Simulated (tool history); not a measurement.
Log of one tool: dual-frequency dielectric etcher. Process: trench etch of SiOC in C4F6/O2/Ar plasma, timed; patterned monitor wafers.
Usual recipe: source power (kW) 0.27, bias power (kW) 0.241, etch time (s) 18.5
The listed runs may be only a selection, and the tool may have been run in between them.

run   hour  source power (kW)  bias power (kW)  etch time (s)  wafers since the last listed run  hours since the last wet clean  hours since the last source power generator calibration  hours since the last bias power generator calibration  hours since the last upper electrode change  hours since the gauge calibration  read-back reference wafer on the same gauge, depth_nm  mean etch depth across the wafer (nm)
  1      0               0.27            0.276           18.5                                 0                             2.8                                                   4116.9                                                 1697.7                                         3820                              355.8                                                  34.71                                  38.15
  2   35.9               0.27            0.276           18.5                               440                            38.7                                                   4152.8                                                 1733.6                                       3855.9                              391.7                                                  34.68                                  37.95
  3   48.3               0.27            0.276           18.5                               152                            51.1                                                   4165.2                                                   1746                                       3868.3                              404.1                                                  34.78                                  38.02
  4   62.9               0.27            0.195           18.5                               179                            65.7                                                   4179.8                                                 1760.6                                       3882.9                              418.7                                                  34.73                                  33.16
  5   86.4               0.27            0.195           18.5                               288                            89.2                                                   4203.3                                                 1784.1                                       3906.4                              442.2                                                  34.69                                  33.31
  6  118.5               0.29             0.28           18.5                               393                           121.3                                                   4235.4                                                 1816.2                                       3938.5                              474.3                                                  34.73                                  39.62
  7  138.4               0.29             0.28           18.5                               244                           141.2                                                   4255.3                                                 1836.1                                       3958.4                              494.2                                                  34.65                                  40.34
  8  163.9               0.31            0.227           18.5                               312                           166.7                                                   4280.8                                                 1861.6                                       3983.9                              519.7                                                  34.71                                  37.21
  9    176               0.31            0.227           18.5                               148                           178.8                                                   4292.9                                                 1873.7                                         3996                              531.8                                                  34.81                                  37.59
     193.3  -- bias power generator calibrated
 10  202.9               0.31            0.227           18.5                               281                           205.7                                                   4319.8                                                    9.6                                       4022.9                              558.7                                                  34.77                                  37.62
 11  215.2               0.27            0.222           18.5                               150                             218                                                   4332.1                                                   21.9                                       4035.2                                571                                                  34.79                                  34.69
     241.9  -- upper electrode replaced
 12  242.4               0.25            0.241           18.5                                39                           245.2                                                   4359.3                                                   49.1                                          0.5                              598.2                                                  34.76                                  34.84
 13  260.5               0.24            0.283           20.5                               222                           263.3                                                   4377.4                                                   67.2                                         18.6                              616.3                                                  34.79                                   40.8
     280.2  -- gauge calibrated
 14  292.3               0.21            0.276           21.5                               390                           295.1                                                   4409.2                                                     99                                         50.4                               12.1                                                  34.57                                  40.14
 15  306.3               0.27            0.185           18.5                               171                           309.1                                                   4423.2                                                    113                                         64.4                               26.1                                                   34.7                                  32.08
       315  -- source power generator calibrated
 16  341.1               0.27            0.212           14.5                               377                           343.9                                                     26.1                                                  147.8                                         99.2                               60.9                                                  34.77                                  26.67
     390.5  -- wet clean of the chamber
 17    391               0.27            0.241           18.5                               317                             0.5                                                       76                                                  197.7                                        149.1                              110.8                                                  34.72                                  36.52
 18  391.3               0.27            0.241             20                                 3                             0.8                                                     76.3                                                    198                                        149.4                              111.1                                                  34.61                                  38.83
 19  403.1               0.27            0.241           20.5                               144                            12.6                                                     88.1                                                  209.8                                        161.2                              122.9                                                  34.71                                   40.1
 20  435.6                0.3            0.185           21.5                               398                            45.1                                                    120.6                                                  242.3                                        193.7                              155.4                                                  34.82                                  39.23
 21  462.3               0.21            0.282             20                               327                            71.8                                                    147.3                                                    269                                        220.4                              182.1                                                  34.62                                  37.39
 22  488.1               0.31             0.28           14.5                               316                            97.6                                                    173.1                                                  294.8                                        246.2                              207.9                                                  34.64                                  31.51
 23    517               0.27            0.241           18.5                               354                           126.5                                                      202                                                  323.7                                        275.1                              236.8                                                   34.8                                  36.32
 24  539.9               0.34            0.195             16                               281                           149.4                                                    224.9                                                  346.6                                          298                              259.7                                                  34.62                                  31.67

Branching from run 24: 5 alternative next runs. What would each branch give?
  A  540.3               0.27            0.241           18.5                                 4                           149.8                                                    225.3                                                    347                                        298.4                              260.1                                                      ?                                      ?
  B  540.3               0.32            0.241           16.5                                 4                           149.8                                                    225.3                                                    347                                        298.4                              260.1                                                      ?                                      ?
  C  540.3               0.27            0.221           18.5                                 4                           149.8                                                    225.3                                                    347                                        298.4                              260.1                                                      ?                                      ?
  D  540.3               0.27            0.241             22                                 4                           149.8                                                    225.3                                                    347                                        298.4                              260.1                                                      ?                                      ?
  E  540.3               0.29            0.287             21                                 4                           149.8                                                    225.3                                                    347                                        298.4                              260.1                                                      ?                                      ?

run  read-back reference wafer on the same gauge, depth_nm  mean etch depth across the wafer (nm)
  A                                                  34.73                                  36.01
  B                                                  34.73                                   34.5
  C                                                  34.73                                  34.73
  D                                                  34.73                                  42.83
  E                                                  34.73                                   45.3
The same runs, with their run-to-run variation unchanged, on a tool lacking any hidden condition would have given:
run  mean etch depth across the wafer (nm)
  A                                  36.01
  B                                   34.5
  C                                  34.73
  D                                  42.83
  E                                   45.3
